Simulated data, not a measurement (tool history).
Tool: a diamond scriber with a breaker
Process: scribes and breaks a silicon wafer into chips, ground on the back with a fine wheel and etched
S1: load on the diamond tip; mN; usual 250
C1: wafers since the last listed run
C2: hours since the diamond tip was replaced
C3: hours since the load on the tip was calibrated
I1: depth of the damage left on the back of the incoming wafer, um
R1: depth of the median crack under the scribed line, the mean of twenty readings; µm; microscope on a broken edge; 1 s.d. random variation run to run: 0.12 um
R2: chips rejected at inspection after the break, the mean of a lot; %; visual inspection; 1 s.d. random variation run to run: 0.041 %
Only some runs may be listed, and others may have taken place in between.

run 1 hour=0.0 | S1=250 | C1=0 C2=15.8 C3=516.0 | I1=0.79 | R1=8.43 R2=0.99
run 2 hour=8.8 | S1=250 | C1=50 C2=24.6 C3=524.8 | I1=0.51 | R1=8.31 R2=1.32
run 3 hour=16.8 | S1=250 | C1=46 C2=32.6 C3=532.8 | I1=0.49 | R1=8.02 R2=1.73
run 4 hour=33.8 | S1=197 | C1=98 C2=49.6 C3=549.8 | I1=0.58 | R1=7.19 R2=15.68
run 5 hour=69.0 | S1=197 | C1=203 C2=84.8 C3=585.0 | I1=0.48 | R1=6.93 R2=19.05
run 6 hour=80.6 | S1=197 | C1=67 C2=96.4 C3=596.6 | I1=0.64 | R1=6.80 R2=22.31
run 7 hour=87.1 | S1=279 | C1=37 C2=102.9 C3=603.1 | I1=0.55 | R1=8.40 R2=1.43
run 8 hour=99.9 | S1=279 | C1=74 C2=115.7 C3=615.9 | I1=0.53 | R1=8.21 R2=1.73
run 9 hour=114.0 | S1=250 | C1=81 C2=129.8 C3=630.0 | I1=0.48 | R1=7.65 R2=7.62
run 10 hour=131.8 | S1=250 | C1=102 C2=147.6 C3=647.8 | I1=0.59 | R1=7.44 R2=7.49
run 11 hour=146.4 | S1=250 | C1=84 C2=162.2 C3=662.4 | I1=0.38 | R1=7.39 R2=9.29
run 12 hour=159.5 | S1=250 | C1=75 C2=175.3 C3=675.5 | I1=0.76 | R1=7.64 R2=9.49
run 13 hour=167.1 | S1=250 | C1=43 C2=182.9 C3=683.1 | I1=0.59 | R1=7.53 R2=9.94
run 14 hour=214.9 | S1=250 | C1=276 C2=230.7 C3=730.9 | I1=0.51 | R1=7.23 R2=11.09
run 15 hour=224.0 | S1=250 | C1=52 C2=239.8 C3=740.0 | I1=0.57 | R1=7.42 R2=11.42
run 16 hour=234.0 | S1=293 | C1=57 C2=249.8 C3=750.0 | I1=0.39 | R1=7.86 R2=3.34
run 17 hour=244.5 | S1=250 | C1=60 C2=260.3 C3=760.5 | I1=0.48 | R1=7.42 R2=11.36
run 18 hour=257.2 | S1=270 | C1=73 C2=273.0 C3=773.2 | I1=0.60 | R1=7.55 R2=7.45
-- hour=285.2 load on the tip recalibrated
run 19 hour=299.9 | S1=298 | C1=235 C2=315.7 C3=14.7 | I1=0.37 | R1=7.90 R2=3.59
run 20 hour=313.4 | S1=288 | C1=78 C2=329.2 C3=28.2 | I1=0.60 | R1=7.78 R2=5.66
run 21 hour=324.8 | S1=300 | C1=65 C2=340.6 C3=39.6 | I1=0.75 | R1=7.96 R2=3.68
run 22 hour=339.3 | S1=213 | C1=83 C2=355.1 C3=54.1 | I1=0.49 | R1=6.49 R2=30.24
-- hour=356.9 diamond tip replaced by a new one
run 23 hour=357.4 | S1=202 | C1=93 C2=0.5 C3=72.2 | I1=0.50 | R1=7.63 R2=8.13
run 24 hour=366.1 | S1=271 | C1=50 C2=9.2 C3=80.9 | I1=0.55 | R1=8.98 R2=0.75
run 25 hour=375.6 | S1=250 | C1=54 C2=18.7 C3=90.4 | I1=0.66 | R1=8.42 R2=1.18
run 26 hour=392.7 | S1=296 | C1=98 C2=35.8 C3=107.5 | I1=0.61 | R1=9.12 R2=1.45
run 27 hour=401.2 | S1=278 | C1=49 C2=44.3 C3=116.0 | I1=0.36 | R1=8.88 R2=0.50
run 28 hour=416.4 | S1=227 | C1=87 C2=59.5 C3=131.2 | I1=0.74 | R1=7.66 R2=6.86
run 29 hour=470.2 | S1=178 | C1=311 C2=113.3 C3=185.0 | I1=0.35 | R1=6.48 R2=34.26
run 30 hour=478.2 | S1=250 | C1=46 C2=121.3 C3=193.0 | I1=0.38 | R1=7.81 R2=5.75

What if the next run were any one of these 4? Each begins from the tool's condition after run 30:
run A hour=478.7 | S1=215 | C1=2 C2=121.8 C3=193.5 | I1=0.68 | R1=? R2=?
run B hour=478.7 | S1=218 | C1=2 C2=121.8 C3=193.5 | I1=0.68 | R1=? R2=?
run C hour=478.7 | S1=318 | C1=2 C2=121.8 C3=193.5 | I1=0.68 | R1=? R2=?
run D hour=478.7 | S1=220 | C1=2 C2=121.8 C3=193.5 | I1=0.68 | R1=? R2=?

run=A R1=7.04 R2=17.15
run=B R1=7.10 R2=16.02
run=C R1=8.89 R2=0.76
run=D R1=7.14 R2=15.29
Without the tool's hidden state the same runs would have given:
run=A R1=7.97 R2=3.72
run=B R1=8.03 R2=3.18
run=C R1=10.06 R2=8.66
run=D R1=8.08 R2=2.85
